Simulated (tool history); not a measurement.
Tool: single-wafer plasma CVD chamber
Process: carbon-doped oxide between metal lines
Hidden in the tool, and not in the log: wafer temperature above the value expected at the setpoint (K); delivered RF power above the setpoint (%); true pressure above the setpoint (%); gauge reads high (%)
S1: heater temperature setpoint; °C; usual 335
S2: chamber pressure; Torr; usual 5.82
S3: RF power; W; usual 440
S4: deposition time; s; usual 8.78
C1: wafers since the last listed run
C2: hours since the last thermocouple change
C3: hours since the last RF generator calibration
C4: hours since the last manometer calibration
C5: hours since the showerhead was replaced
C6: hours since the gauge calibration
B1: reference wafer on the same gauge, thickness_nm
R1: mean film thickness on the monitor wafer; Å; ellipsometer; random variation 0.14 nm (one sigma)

{"run": 1, "day": 0.0, "S1": 340, "S2": 5.17, "S3": 440, "S4": 8.78, "C1": 0, "C2": 949.4, "C3": 434.8, "C4": 2155.4, "C5": 4726.6, "C6": 600.5, "B1": 36.458, "R1": 410.74}
{"run": 2, "day": 2.558, "S1": 340, "S2": 5.17, "S3": 440, "S4": 8.78, "C1": 1096, "C2": 1010.8, "C3": 496.2, "C4": 2216.8, "C5": 4788, "C6": 661.9, "B1": 36.517, "R1": 413.11}
{"run": 3, "day": 4.267, "S1": 340, "S2": 5.17, "S3": 440, "S4": 8.78, "C1": 732, "C2": 1051.8, "C3": 537.2, "C4": 2257.8, "C5": 4829, "C6": 702.9, "B1": 36.465, "R1": 410.77}
{"run": 4, "day": 6.758, "S1": 330, "S2": 5.82, "S3": 440, "S4": 8.78, "C1": 1068, "C2": 1111.6, "C3": 597, "C4": 2317.6, "C5": 4888.8, "C6": 762.7, "B1": 36.464, "R1": 433.25}
{"run": 5, "day": 11.221, "S1": 330, "S2": 5.82, "S3": 440, "S4": 8.78, "C1": 1913, "C2": 1218.7, "C3": 704.1, "C4": 2424.7, "C5": 4995.9, "C6": 869.8, "B1": 36.553, "R1": 435.8}
{"run": 6, "day": 13.7, "S1": 330, "S2": 5.82, "S3": 440, "S4": 8.78, "C1": 1063, "C2": 1278.2, "C3": 763.6, "C4": 2484.2, "C5": 5055.4, "C6": 929.3, "B1": 36.468, "R1": 433.22}
{"run": 7, "day": 15.729, "S1": 335, "S2": 6.44, "S3": 440, "S4": 8.78, "C1": 870, "C2": 1326.9, "C3": 812.3, "C4": 2532.9, "C5": 5104.1, "C6": 978, "B1": 36.418, "R1": 428.25}
{"run": 8, "day": 19.504, "S1": 335, "S2": 6.44, "S3": 440, "S4": 8.78, "C1": 1618, "C2": 1417.5, "C3": 902.9, "C4": 2623.5, "C5": 5194.7, "C6": 1068.6, "B1": 36.482, "R1": 429.19}
{"day": 21.312, "done": "capacitance manometer re-zeroed and calibrated"}
{"day": 22.088, "done": "RF generator calibrated"}
{"run": 9, "day": 23.833, "S1": 339, "S2": 5.37, "S3": 440, "S4": 9.89, "C1": 1570, "C2": 1521.4, "C3": 41.9, "C4": 60.5, "C5": 5298.6, "C6": 1172.5, "B1": 36.492, "R1": 473.49}
{"day": 24.696, "done": "gauge calibrated"}
{"run": 10, "day": 25.954, "S1": 335, "S2": 4.97, "S3": 375, "S4": 9.58, "C1": 909, "C2": 1572.3, "C3": 92.8, "C4": 111.4, "C5": 5349.5, "C6": 30.2, "B1": 36.475, "R1": 392.1}
{"day": 27.346, "done": "showerhead replaced"}
{"run": 11, "day": 30.0, "S1": 340, "S2": 5.17, "S3": 440, "S4": 8.78, "C1": 1591, "C2": 1669.4, "C3": 189.9, "C4": 208.5, "C5": 63.7, "C6": 127.3, "B1": 36.447, "R1": 416.94}
{"run": 12, "day": 32.271, "S1": 349, "S2": 5.46, "S3": 355, "S4": 10.45, "C1": 973, "C2": 1723.9, "C3": 244.4, "C4": 263, "C5": 118.2, "C6": 181.8, "B1": 36.532, "R1": 385.49}
{"day": 32.671, "done": "thermocouple changed; heater temperature recalibrated"}
{"run": 13, "day": 36.092, "S1": 335, "S2": 5.82, "S3": 440, "S4": 8.78, "C1": 1495, "C2": 82.1, "C3": 336.1, "C4": 354.7, "C5": 209.9, "C6": 273.5, "B1": 36.48, "R1": 424.64}
{"run": 14, "day": 38.912, "S1": 340, "S2": 5.17, "S3": 440, "S4": 8.78, "C1": 1209, "C2": 149.8, "C3": 403.8, "C4": 422.4, "C5": 277.6, "C6": 341.2, "B1": 36.545, "R1": 415.06}
{"run": 15, "day": 43.117, "S1": 335, "S2": 5.82, "S3": 380, "S4": 10.53, "C1": 1802, "C2": 250.7, "C3": 504.7, "C4": 523.3, "C5": 378.5, "C6": 442.1, "B1": 36.567, "R1": 438.77}
{"run": 16, "day": 44.671, "S1": 342, "S2": 5.82, "S3": 440, "S4": 8.78, "C1": 666, "C2": 288, "C3": 542, "C4": 560.6, "C5": 415.8, "C6": 479.4, "B1": 36.485, "R1": 416.17}

Measured less the same run without the tool's hidden state. The same run-to-run variation is in both; the gauge's scatter may not be:
run=1 R1=-8.51
run=2 R1=-9.02
run=3 R1=-9.22
run=4 R1=-10.06
run=5 R1=-10.59
run=6 R1=-10.73
run=7 R1=-10.74
run=8 R1=-10.98
run=9 R1=-1.83
run=10 R1=-2.79
run=11 R1=-4.74
run=12 R1=-5.38
run=13 R1=-6.86
run=14 R1=-7.38
run=15 R1=-8.95
run=16 R1=-8.4

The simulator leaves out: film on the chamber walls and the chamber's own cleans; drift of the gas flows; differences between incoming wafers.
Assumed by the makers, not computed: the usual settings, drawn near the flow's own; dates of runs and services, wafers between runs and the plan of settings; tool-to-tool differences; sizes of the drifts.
